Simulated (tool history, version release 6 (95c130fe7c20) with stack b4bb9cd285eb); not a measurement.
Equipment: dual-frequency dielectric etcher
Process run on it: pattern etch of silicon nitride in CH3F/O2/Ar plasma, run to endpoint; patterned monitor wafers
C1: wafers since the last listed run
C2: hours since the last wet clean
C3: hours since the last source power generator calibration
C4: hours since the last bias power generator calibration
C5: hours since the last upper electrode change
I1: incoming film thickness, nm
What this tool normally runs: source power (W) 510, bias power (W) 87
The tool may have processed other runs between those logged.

{"run": 1, "hour": 0.0, "source power (W)": 460, "bias power (W)": 87, "C1": 0, "C2": 480.1, "C3": 3784.9, "C4": 3030.1, "C5": 5217.7, "I1": 36.64, "endpoint time (s)": 44.9}
{"run": 2, "hour": 7.8, "source power (W)": 510, "bias power (W)": 87, "C1": 81, "C2": 487.9, "C3": 3792.7, "C4": 3037.9, "C5": 5225.5, "I1": 36.06, "endpoint time (s)": 42.2}
{"run": 3, "hour": 18.3, "source power (W)": 510, "bias power (W)": 87, "C1": 109, "C2": 498.4, "C3": 3803.2, "C4": 3048.4, "C5": 5236, "I1": 35.92, "endpoint time (s)": 41.8}
{"run": 4, "hour": 24.6, "source power (W)": 510, "bias power (W)": 87, "C1": 65, "C2": 504.7, "C3": 3809.5, "C4": 3054.7, "C5": 5242.3, "I1": 36.3, "endpoint time (s)": 42.6}
{"run": 5, "hour": 55.6, "source power (W)": 510, "bias power (W)": 87, "C1": 324, "C2": 535.7, "C3": 3840.5, "C4": 3085.7, "C5": 5273.3, "I1": 35.96, "endpoint time (s)": 41.5}
{"hour": 88.3, "done": "upper electrode replaced"}
{"run": 6, "hour": 88.8, "source power (W)": 510, "bias power (W)": 87, "C1": 96, "C2": 568.9, "C3": 3873.7, "C4": 3118.9, "C5": 0.5, "I1": 36.15, "endpoint time (s)": 42.2}
{"run": 7, "hour": 89.1, "source power (W)": 510, "bias power (W)": 87, "C1": 3, "C2": 569.2, "C3": 3874, "C4": 3119.2, "C5": 0.8, "I1": 36.37, "endpoint time (s)": 42.2}
{"run": 8, "hour": 91.9, "source power (W)": 510, "bias power (W)": 87, "C1": 29, "C2": 572, "C3": 3876.8, "C4": 3122, "C5": 3.6, "I1": 35.85, "endpoint time (s)": 41.6}
{"run": 9, "hour": 103.3, "source power (W)": 510, "bias power (W)": 87, "C1": 119, "C2": 583.4, "C3": 3888.2, "C4": 3133.4, "C5": 15, "I1": 36.28, "endpoint time (s)": 41.8}
{"run": 10, "hour": 119.8, "source power (W)": 510, "bias power (W)": 87, "C1": 172, "C2": 599.9, "C3": 3904.7, "C4": 3149.9, "C5": 31.5, "I1": 36.08, "endpoint time (s)": 41.8}
{"run": 11, "hour": 127.1, "source power (W)": 510, "bias power (W)": 87, "C1": 76, "C2": 607.2, "C3": 3912, "C4": 3157.2, "C5": 38.8, "I1": 36.4, "endpoint time (s)": 41.7}
{"run": 12, "hour": 134.5, "source power (W)": 510, "bias power (W)": 87, "C1": 77, "C2": 614.6, "C3": 3919.4, "C4": 3164.6, "C5": 46.2, "I1": 36.3, "endpoint time (s)": 41.5}
{"run": 13, "hour": 143.7, "source power (W)": 510, "bias power (W)": 98, "C1": 96, "C2": 623.8, "C3": 3928.6, "C4": 3173.8, "C5": 55.4, "I1": 36.35, "endpoint time (s)": 39.1}
{"hour": 166.0, "done": "source power generator calibrated"}
{"hour": 169.5, "done": "wet clean of the chamber"}
{"run": 14, "hour": 170.0, "source power (W)": 510, "bias power (W)": 87, "C1": 196, "C2": 0.5, "C3": 4, "C4": 3200.1, "C5": 81.7, "I1": 36.08, "endpoint time (s)": 43.1}
{"run": 15, "hour": 193.4, "source power (W)": 510, "bias power (W)": 66, "C1": 244, "C2": 23.9, "C3": 27.4, "C4": 3223.5, "C5": 105.1, "I1": 36.34, "endpoint time (s)": 51.2}
{"run": 16, "hour": 208.2, "source power (W)": 510, "bias power (W)": 72, "C1": 154, "C2": 38.7, "C3": 42.2, "C4": 3238.3, "C5": 119.9, "I1": 36.73, "endpoint time (s)": 49.3}
{"run": 17, "hour": 220.6, "source power (W)": 510, "bias power (W)": 74, "C1": 129, "C2": 51.1, "C3": 54.6, "C4": 3250.7, "C5": 132.3, "I1": 36.21, "endpoint time (s)": 47.5}
{"run": 18, "hour": 227.9, "source power (W)": 510, "bias power (W)": 87, "C1": 76, "C2": 58.4, "C3": 61.9, "C4": 3258, "C5": 139.6, "I1": 36.55, "endpoint time (s)": 43.5}
{"run": 19, "hour": 242.5, "source power (W)": 460, "bias power (W)": 76, "C1": 152, "C2": 73, "C3": 76.5, "C4": 3272.6, "C5": 154.2, "I1": 36.57, "endpoint time (s)": 49.3}
{"run": 20, "hour": 256.6, "source power (W)": 510, "bias power (W)": 104, "C1": 147, "C2": 87.1, "C3": 90.6, "C4": 3286.7, "C5": 168.3, "I1": 36.25, "endpoint time (s)": 39.4}
{"hour": 268.1, "done": "bias power generator calibrated"}
{"run": 21, "hour": 271.9, "source power (W)": 510, "bias power (W)": 81, "C1": 118, "C2": 102.4, "C3": 105.9, "C4": 3.8, "C5": 183.6, "I1": 36.44, "endpoint time (s)": 45.7}
{"run": 22, "hour": 279.2, "source power (W)": 460, "bias power (W)": 107, "C1": 76, "C2": 109.7, "C3": 113.2, "C4": 11.1, "C5": 190.9, "I1": 35.81, "endpoint time (s)": 40.4}
{"run": 23, "hour": 291.9, "source power (W)": 430, "bias power (W)": 79, "C1": 132, "C2": 122.4, "C3": 125.9, "C4": 23.8, "C5": 203.6, "I1": 36.1, "endpoint time (s)": 48.8}
{"run": 24, "hour": 301.9, "source power (W)": 510, "bias power (W)": 103, "C1": 104, "C2": 132.4, "C3": 135.9, "C4": 33.8, "C5": 213.6, "I1": 36.39, "endpoint time (s)": 39.5}
{"run": 25, "hour": 316.4, "source power (W)": 610, "bias power (W)": 81, "C1": 151, "C2": 146.9, "C3": 150.4, "C4": 48.3, "C5": 228.1, "I1": 36.61, "endpoint time (s)": 41.5}
{"run": 26, "hour": 326.9, "source power (W)": 620, "bias power (W)": 76, "C1": 109, "C2": 157.4, "C3": 160.9, "C4": 58.8, "C5": 238.6, "I1": 36.14, "endpoint time (s)": 42.2}
{"run": 27, "hour": 336.5, "source power (W)": 620, "bias power (W)": 81, "C1": 100, "C2": 167, "C3": 170.5, "C4": 68.4, "C5": 248.2, "I1": 36.76, "endpoint time (s)": 41.6}
{"run": 28, "hour": 353.4, "source power (W)": 510, "bias power (W)": 70, "C1": 176, "C2": 183.9, "C3": 187.4, "C4": 85.3, "C5": 265.1, "I1": 35.88, "endpoint time (s)": 48.4}
{"run": 29, "hour": 365.9, "source power (W)": 580, "bias power (W)": 106, "C1": 130, "C2": 196.4, "C3": 199.9, "C4": 97.8, "C5": 277.6, "I1": 36.52, "endpoint time (s)": 36.3}
{"run": 30, "hour": 372.3, "source power (W)": 620, "bias power (W)": 104, "C1": 66, "C2": 202.8, "C3": 206.3, "C4": 104.2, "C5": 284, "I1": 36.17, "endpoint time (s)": 35.6}
{"run": 31, "hour": 382.4, "source power (W)": 380, "bias power (W)": 95, "C1": 105, "C2": 212.9, "C3": 216.4, "C4": 114.3, "C5": 294.1, "I1": 36.12, "endpoint time (s)": 47}
{"run": 32, "hour": 390.8, "source power (W)": 510, "bias power (W)": 94, "C1": 87, "C2": 221.3, "C3": 224.8, "C4": 122.7, "C5": 302.5, "I1": 36.5, "endpoint time (s)": 41.5}
{"run": 33, "hour": 401.0, "source power (W)": 510, "bias power (W)": 87, "C1": 106, "C2": 231.5, "C3": 235, "C4": 132.9, "C5": 312.7, "I1": 36.24, "endpoint time (s)": 43}
{"run": 34, "hour": 416.7, "source power (W)": 450, "bias power (W)": 70, "C1": 164, "C2": 247.2, "C3": 250.7, "C4": 148.6, "C5": 328.4, "I1": 36.76, "endpoint time (s)": 52.6}
{"run": 35, "hour": 426.9, "source power (W)": 510, "bias power (W)": 87, "C1": 106, "C2": 257.4, "C3": 260.9, "C4": 158.8, "C5": 338.6, "I1": 36.16, "endpoint time (s)": 42.3}
{"run": 36, "hour": 444.1, "source power (W)": 610, "bias power (W)": 87, "C1": 180, "C2": 274.6, "C3": 278.1, "C4": 176, "C5": 355.8, "I1": 36.25, "endpoint time (s)": 39.3}

Consider 3 possible next runs. They are alternatives, not a sequence: every one starts from the tool as it was left by run 36. What does each give?
{"run": "A", "hour": 444.5, "source power (W)": 510, "bias power (W)": 87, "C1": 4, "C2": 275, "C3": 278.5, "C4": 176.4, "C5": 356.2, "I1": 36.61, "endpoint time (s)": "?"}
{"run": "B", "hour": 444.5, "source power (W)": 510, "bias power (W)": 101, "C1": 4, "C2": 275, "C3": 278.5, "C4": 176.4, "C5": 356.2, "I1": 36.61, "endpoint time (s)": "?"}
{"run": "C", "hour": 444.5, "source power (W)": 510, "bias power (W)": 67, "C1": 4, "C2": 275, "C3": 278.5, "C4": 176.4, "C5": 356.2, "I1": 36.61, "endpoint time (s)": "?"}

run=A endpoint_time_(s)=43.2
run=B endpoint_time_(s)=39.8
run=C endpoint_time_(s)=50.3
Take away the tool's hidden state, keep each run's random variation, and the runs would have read:
run=A endpoint_time_(s)=44.7
run=B endpoint_time_(s)=41.2
run=C endpoint_time_(s)=52.1
